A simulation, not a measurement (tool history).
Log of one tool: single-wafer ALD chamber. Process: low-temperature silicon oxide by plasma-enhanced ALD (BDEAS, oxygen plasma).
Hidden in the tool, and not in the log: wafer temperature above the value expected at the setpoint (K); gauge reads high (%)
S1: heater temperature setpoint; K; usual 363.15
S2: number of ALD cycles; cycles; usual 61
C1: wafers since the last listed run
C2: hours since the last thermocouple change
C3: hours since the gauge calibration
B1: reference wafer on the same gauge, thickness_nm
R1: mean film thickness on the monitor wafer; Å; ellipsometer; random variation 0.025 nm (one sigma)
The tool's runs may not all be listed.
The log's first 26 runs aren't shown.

{"run": 27, "day": 76.867, "S1": 375.15, "S2": 50, "C1": 609, "C2": 2239.3, "C3": 572.5, "B1": 9.35, "R1": 72.15}
{"run": 28, "day": 79.817, "S1": 363.15, "S2": 61, "C1": 425, "C2": 2310.1, "C3": 643.3, "B1": 9.347, "R1": 92.07}
{"day": 87.921, "done": "thermocouple changed; heater temperature recalibrated"}
{"run": 29, "day": 89.85, "S1": 348.15, "S2": 58, "C1": 1397, "C2": 46.3, "C3": 884.1, "B1": 9.352, "R1": 88.76}
{"run": 30, "day": 92.379, "S1": 363.15, "S2": 65, "C1": 364, "C2": 107, "C3": 944.8, "B1": 9.347, "R1": 94.2}
{"run": 31, "day": 95.462, "S1": 363.15, "S2": 61, "C1": 444, "C2": 181, "C3": 1018.8, "B1": 9.355, "R1": 88.21}
{"run": 32, "day": 99.338, "S1": 363.15, "S2": 70, "C1": 558, "C2": 274, "C3": 1111.8, "B1": 9.351, "R1": 101.41}
{"run": 33, "day": 103.283, "S1": 351.15, "S2": 67, "C1": 568, "C2": 368.7, "C3": 1206.5, "B1": 9.348, "R1": 101.68}
{"run": 34, "day": 105.529, "S1": 363.15, "S2": 71, "C1": 323, "C2": 422.6, "C3": 1260.4, "B1": 9.348, "R1": 102.79}
{"run": 35, "day": 107.162, "S1": 363.15, "S2": 61, "C1": 235, "C2": 461.8, "C3": 1299.6, "B1": 9.348, "R1": 88.36}
{"run": 36, "day": 111.05, "S1": 370.15, "S2": 56, "C1": 560, "C2": 555.1, "C3": 1392.9, "B1": 9.343, "R1": 79.38}
{"day": 111.9, "done": "thermocouple changed; heater temperature recalibrated, repeated, since the last time left the tool worse"}
{"run": 37, "day": 112.8, "S1": 363.15, "S2": 64, "C1": 204, "C2": 21.6, "C3": 1434.9, "B1": 9.353, "R1": 95.82}
{"run": 38, "day": 116.8, "S1": 371.15, "S2": 55, "C1": 576, "C2": 117.6, "C3": 1530.9, "B1": 9.347, "R1": 79.58}
{"run": 39, "day": 119.8, "S1": 375.15, "S2": 50, "C1": 432, "C2": 189.6, "C3": 1602.9, "B1": 9.353, "R1": 71.39}

Forecast run 40:
{"run": 40, "day": 131.179, "S1": 368.15, "S2": 50, "C1": 1639, "C2": 462.7, "C3": 1876, "B1": "?", "R1": "?"}

Run 40 gave B1 9.354, R1 73.38 Å.
Without the tool's hidden state the same run would have given R1 73 Å.
